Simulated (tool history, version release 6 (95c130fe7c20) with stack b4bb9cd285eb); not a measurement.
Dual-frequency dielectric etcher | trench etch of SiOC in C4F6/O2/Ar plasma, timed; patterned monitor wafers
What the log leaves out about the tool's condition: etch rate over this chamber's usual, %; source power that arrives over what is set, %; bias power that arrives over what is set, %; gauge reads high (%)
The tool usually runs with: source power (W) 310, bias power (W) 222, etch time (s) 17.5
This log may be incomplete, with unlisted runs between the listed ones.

run	hour	source power (W)	bias power (W)	etch time (s)	wafers since the last listed run	hours since the last wet clean	hours since the last source power generator calibration	hours since the last bias power generator calibration	hours since the last upper electrode change	hours since the gauge calibration	read-back reference wafer on the same gauge, depth_nm	mean etch depth across the wafer (nm)
1	0.0	250	194	17.5	0	548.5	1715.2	4002.0	3398.6	261.4	29.39	28.17
2	44.4	310	222	17.5	428	592.9	1759.6	4046.4	3443.0	305.8	29.41	31.15
3	91.5	310	222	17.5	454	640.0	1806.7	4093.5	3490.1	352.9	29.38	31.19
# hour 122.3: wet clean of the chamber
4	133.7	310	222	17.5	175	11.4	1848.9	4135.7	3532.3	395.1	29.41	30.74
5	189.4	330	222	17.5	537	67.1	1904.6	4191.4	3588.0	450.8	29.40	31.44
6	394.5	310	222	17.5	1980	272.2	2109.7	4396.5	3793.1	655.9	29.41	30.90
# hour 402.7: source power generator calibrated
# hour 434.9: upper electrode replaced
7	492.1	310	222	17.5	672	369.8	89.4	4494.1	57.2	753.5	29.40	31.40
8	546.8	310	209	17.5	528	424.5	144.1	4548.8	111.9	808.2	29.36	30.85
9	617.6	310	209	17.5	683	495.3	214.9	4619.6	182.7	879.0	29.39	30.92
10	641.8	310	209	17.5	233	519.5	239.1	4643.8	206.9	903.2	29.39	31.00
11	698.0	310	184	17.5	542	575.7	295.3	4700.0	263.1	959.4	29.41	29.99
12	748.1	310	209	17.5	483	625.8	345.4	4750.1	313.2	1009.5	29.40	30.95
# hour 794.3: gauge calibrated
# hour 806.8: bias power generator calibrated
# hour 823.7: wet clean of the chamber
13	824.2	350	222	17.5	532	0.5	421.5	17.4	389.3	29.9	29.41	32.40
14	846.2	380	170	19.0	212	22.5	443.5	39.4	411.3	51.9	29.39	33.96
15	912.0	310	244	17.5	635	88.3	509.3	105.2	477.1	117.7	29.42	31.92
16	982.4	270	193	17.5	679	158.7	579.7	175.6	547.5	188.1	29.39	28.73
17	1021.2	270	239	15.0	374	197.5	618.5	214.4	586.3	226.9	29.41	26.00
18	1060.7	310	174	17.5	381	237.0	658.0	253.9	625.8	266.4	29.39	29.49
19	1126.6	310	273	16.0	636	302.9	723.9	319.8	691.7	332.3	29.43	30.14
20	1183.6	310	222	17.5	550	359.9	780.9	376.8	748.7	389.3	29.37	31.06

What if the next run were any one of these 4? Each begins from the tool's condition after run 20:
A	1184.0	310	222	17.5	3	360.3	781.3	377.2	749.1	389.7	?	?
B	1184.0	360	222	17.5	3	360.3	781.3	377.2	749.1	389.7	?	?
C	1184.0	310	253	16.0	3	360.3	781.3	377.2	749.1	389.7	?	?
D	1184.0	250	222	20.0	3	360.3	781.3	377.2	749.1	389.7	?	?

run	read-back reference wafer on the same gauge, depth_nm	mean etch depth across the wafer (nm)
A	29.40	31.25
B	29.40	32.79
C	29.40	29.53
D	29.40	33.41
What these runs would have given with no unlogged condition in the tool:
run	mean etch depth across the wafer (nm)
A	31.30
B	32.84
C	29.57
D	33.46
